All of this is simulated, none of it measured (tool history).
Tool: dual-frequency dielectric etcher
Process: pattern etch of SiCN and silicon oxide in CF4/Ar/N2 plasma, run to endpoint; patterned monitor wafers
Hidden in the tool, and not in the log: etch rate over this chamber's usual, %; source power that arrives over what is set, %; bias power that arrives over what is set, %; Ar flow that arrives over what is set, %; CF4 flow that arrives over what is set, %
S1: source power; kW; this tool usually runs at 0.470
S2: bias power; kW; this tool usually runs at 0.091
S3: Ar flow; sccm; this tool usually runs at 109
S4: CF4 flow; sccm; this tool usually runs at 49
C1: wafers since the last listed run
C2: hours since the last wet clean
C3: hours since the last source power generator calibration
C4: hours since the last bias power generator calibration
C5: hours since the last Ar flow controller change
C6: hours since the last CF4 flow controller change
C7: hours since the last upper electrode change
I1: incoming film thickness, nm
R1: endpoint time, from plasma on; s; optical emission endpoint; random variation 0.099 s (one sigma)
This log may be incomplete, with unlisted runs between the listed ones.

run     day     S1     S2   S3  S4    C1     C2      C3      C4      C5      C6      C7     I1    R1
  1   0.000  0.470  0.091  109  49     0  425.2  1649.8  1867.4  2122.2  4338.6  6229.0  12.87  14.6
      0.212  -- bias power generator calibrated
      3.833  -- wet clean of the chamber
  2   3.854  0.470  0.091  109  49  1117    0.5  1742.3    87.4  2214.7  4431.1  6321.5  12.74  14.7
      6.321  -- Ar flow controller replaced
  3   6.342  0.400  0.101  109  49   930   60.2  1802.0   147.1     0.5  4490.8  6381.2  12.89  16.5
  4   7.842  0.400  0.101  109  49   623   96.2  1838.0   183.1    36.5  4526.8  6417.2  12.95  16.6
  5  11.342  0.400  0.101  109  49  1455  180.2  1922.0   267.1   120.5  4610.8  6501.2  12.88  16.5
  6  13.929  0.510  0.105  130  49  1075  242.3  1984.1   329.2   182.6  4672.9  6563.3  12.92  12.6
     15.488  -- upper electrode replaced
  7  18.350  0.470  0.091  109  57  1422  348.4  2090.2   435.3   288.7  4779.0    68.7  12.85  14.2
  8  20.050  0.470  0.091  133  49   706  389.2  2131.0   476.1   329.5  4819.8   109.5  12.96  15.0
  9  22.221  0.370  0.091  126  54   902  441.3  2183.1   528.2   381.6  4871.9   161.6  12.95  19.4
     25.183  -- wet clean of the chamber
 10  31.775  0.470  0.091  109  49  3556  158.2  2412.4   757.5   610.9  5101.2   390.9  12.97  14.5
 11  35.712  0.470  0.091  109  49  1637  252.7  2506.9   852.0   705.4  5195.7   485.4  13.01  14.5
     36.633  -- source power generator calibrated
 12  39.112  0.430  0.068   86  53  1344  334.3    59.5   933.6   787.0  5277.3   567.0  12.84  19.3
     40.275  -- CF4 flow controller replaced
 13  45.225  0.470  0.108  134  49  2437  481.0   206.2  1080.3   933.7   118.8   713.7  12.99  14.3

For run 14, what comes out?
     47.196  -- wet clean of the chamber
 14  48.758  0.550  0.112  87  49  1053  37.5  291.0  1165.1  1018.5  203.6  798.5  12.94   ?

Logged for run 14: R1 11.1 s.
Take away the tool's hidden state, keep the run-to-run variation as it was, and the same run would have given R1 11.2 s.
